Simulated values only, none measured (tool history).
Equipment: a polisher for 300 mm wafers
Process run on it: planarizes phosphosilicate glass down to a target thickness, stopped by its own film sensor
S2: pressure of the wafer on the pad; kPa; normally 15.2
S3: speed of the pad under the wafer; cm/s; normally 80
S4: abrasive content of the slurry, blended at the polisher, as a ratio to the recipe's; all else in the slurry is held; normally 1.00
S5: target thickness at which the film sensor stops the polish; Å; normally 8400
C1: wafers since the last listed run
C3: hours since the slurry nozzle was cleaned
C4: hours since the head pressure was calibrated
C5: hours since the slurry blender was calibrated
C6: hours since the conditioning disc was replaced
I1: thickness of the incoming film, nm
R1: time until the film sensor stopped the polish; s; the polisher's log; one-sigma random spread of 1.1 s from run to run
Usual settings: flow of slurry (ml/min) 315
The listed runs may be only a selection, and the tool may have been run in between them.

run 1 hour=0.0 | flow_of_slurry_(ml/min)=315 S2=15.2 S3=80 S4=1.00 S5=8400 | C1=0 wafers_polished_on_this_pad=2567 C3=144.0 C4=662.3 C5=520.1 C6=183.7 | I1=1232.8 | R1=80.0
run 2 hour=99.3 | flow_of_slurry_(ml/min)=315 S2=11.7 S3=80 S4=1.00 S5=9500 | C1=771 wafers_polished_on_this_pad=3338 C3=243.3 C4=761.6 C5=619.4 C6=283.0 | I1=1240.4 | R1=77.1
run 3 hour=154.5 | flow_of_slurry_(ml/min)=315 S2=11.7 S3=80 S4=1.00 S5=9500 | C1=428 wafers_polished_on_this_pad=3767 C3=298.5 C4=816.8 C5=674.6 C6=338.2 | I1=1232.8 | R1=76.3
-- hour=164.6 slurry blender recalibrated
run 4 hour=260.5 | flow_of_slurry_(ml/min)=315 S2=11.7 S3=80 S4=1.00 S5=9500 | C1=808 wafers_polished_on_this_pad=4576 C3=404.5 C4=922.8 C5=95.9 C6=444.2 | I1=1255.3 | R1=83.6
run 5 hour=320.7 | flow_of_slurry_(ml/min)=315 S2=15.2 S3=80 S4=1.00 S5=8400 | C1=467 wafers_polished_on_this_pad=5044 C3=464.7 C4=983.0 C5=156.1 C6=504.4 | I1=1229.4 | R1=79.6
-- hour=366.2 worn pad replaced by a new one
run 6 hour=413.4 | flow_of_slurry_(ml/min)=315 S2=15.2 S3=80 S4=1.00 S5=8400 | C1=689 wafers_polished_on_this_pad=367 C3=557.4 C4=1075.7 C5=248.8 C6=597.1 | I1=1249.1 | R1=86.7
-- hour=499.8 head pressure recalibrated
run 7 hour=517.9 | flow_of_slurry_(ml/min)=315 S2=15.2 S3=80 S4=1.00 S5=8400 | C1=796 wafers_polished_on_this_pad=1163 C3=661.9 C4=18.1 C5=353.3 C6=701.6 | I1=1244.6 | R1=86.4
-- hour=530.4 conditioning disc replaced and pad reconditioned
run 8 hour=613.9 | flow_of_slurry_(ml/min)=315 S2=15.2 S3=80 S4=1.00 S5=8400 | C1=730 wafers_polished_on_this_pad=1894 C3=757.9 C4=114.1 C5=449.3 C6=83.5 | I1=1240.0 | R1=90.3
-- hour=615.6 slurry nozzle cleaned
run 9 hour=702.0 | flow_of_slurry_(ml/min)=315 S2=15.2 S3=94 S4=1.15 S5=8400 | C1=676 wafers_polished_on_this_pad=2570 C3=86.4 C4=202.2 C5=537.4 C6=171.6 | I1=1241.6 | R1=69.9
run 10 hour=797.9 | flow_of_slurry_(ml/min)=315 S2=15.2 S3=80 S4=1.00 S5=8400 | C1=745 wafers_polished_on_this_pad=3316 C3=182.3 C4=298.1 C5=633.3 C6=267.5 | I1=1254.1 | R1=83.7
run 11 hour=889.7 | flow_of_slurry_(ml/min)=260 S2=15.2 S3=96 S4=1.20 S5=7170 | C1=713 wafers_polished_on_this_pad=4029 C3=274.1 C4=389.9 C5=725.1 C6=359.3 | I1=1249.0 | R1=91.2
-- hour=941.2 slurry blender recalibrated
-- hour=952.8 worn pad replaced by a new one
run 12 hour=992.8 | flow_of_slurry_(ml/min)=315 S2=15.2 S3=80 S4=1.00 S5=8400 | C1=754 wafers_polished_on_this_pad=310 C3=377.2 C4=493.0 C5=51.6 C6=462.4 | I1=1236.1 | R1=82.9
-- hour=1273.5 conditioning disc replaced and pad reconditioned
run 13 hour=1275.8 | flow_of_slurry_(ml/min)=315 S2=15.2 S3=80 S4=1.00 S5=8400 | C1=2183 wafers_polished_on_this_pad=2494 C3=660.2 C4=776.0 C5=334.6 C6=2.3 | I1=1237.6 | R1=85.1
-- hour=1323.7 slurry nozzle cleaned
run 14 hour=1487.2 | flow_of_slurry_(ml/min)=215 S2=17.9 S3=80 S4=1.20 S5=7340 | C1=1635 wafers_polished_on_this_pad=4129 C3=163.5 C4=987.4 C5=546.0 C6=213.7 | I1=1239.2 | R1=81.5
run 15 hour=1553.2 | flow_of_slurry_(ml/min)=315 S2=17.2 S3=80 S4=1.00 S5=8400 | C1=512 wafers_polished_on_this_pad=4642 C3=229.5 C4=1053.4 C5=612.0 C6=279.7 | I1=1241.6 | R1=72.6
-- hour=1595.1 worn pad replaced by a new one
-- hour=1600.7 slurry blender recalibrated
run 16 hour=1611.1 | flow_of_slurry_(ml/min)=315 S2=15.2 S3=80 S4=1.00 S5=8400 | C1=403 wafers_polished_on_this_pad=109 C3=287.4 C4=1111.3 C5=10.4 C6=337.6 | I1=1263.6 | R1=84.9
-- hour=1618.1 head pressure recalibrated
run 17 hour=1676.0 | flow_of_slurry_(ml/min)=410 S2=15.2 S3=80 S4=1.00 S5=8400 | C1=488 wafers_polished_on_this_pad=597 C3=352.3 C4=57.9 C5=75.3 C6=402.5 | I1=1229.2 | R1=80.2
run 18 hour=1729.4 | flow_of_slurry_(ml/min)=315 S2=15.2 S3=80 S4=1.00 S5=9310 | C1=414 wafers_polished_on_this_pad=1012 C3=405.7 C4=111.3 C5=128.7 C6=455.9 | I1=1245.2 | R1=65.1
run 19 hour=1781.9 | flow_of_slurry_(ml/min)=420 S2=18.6 S3=92 S4=1.00 S5=8400 | C1=407 wafers_polished_on_this_pad=1420 C3=458.2 C4=163.8 C5=181.2 C6=508.4 | I1=1231.5 | R1=60.0

What will run 20 give?
run 20 hour=1839.0 | flow_of_slurry_(ml/min)=315 S2=15.2 S3=80 S4=1.00 S5=8400 | C1=443 wafers_polished_on_this_pad=1864 C3=515.3 C4=220.9 C5=238.3 C6=565.5 | I1=1257.5 | R1=?

Run 20 produced R1 85.4 s.
Had the tool carried no hidden state, the very same run would have given R1 83.1 s.

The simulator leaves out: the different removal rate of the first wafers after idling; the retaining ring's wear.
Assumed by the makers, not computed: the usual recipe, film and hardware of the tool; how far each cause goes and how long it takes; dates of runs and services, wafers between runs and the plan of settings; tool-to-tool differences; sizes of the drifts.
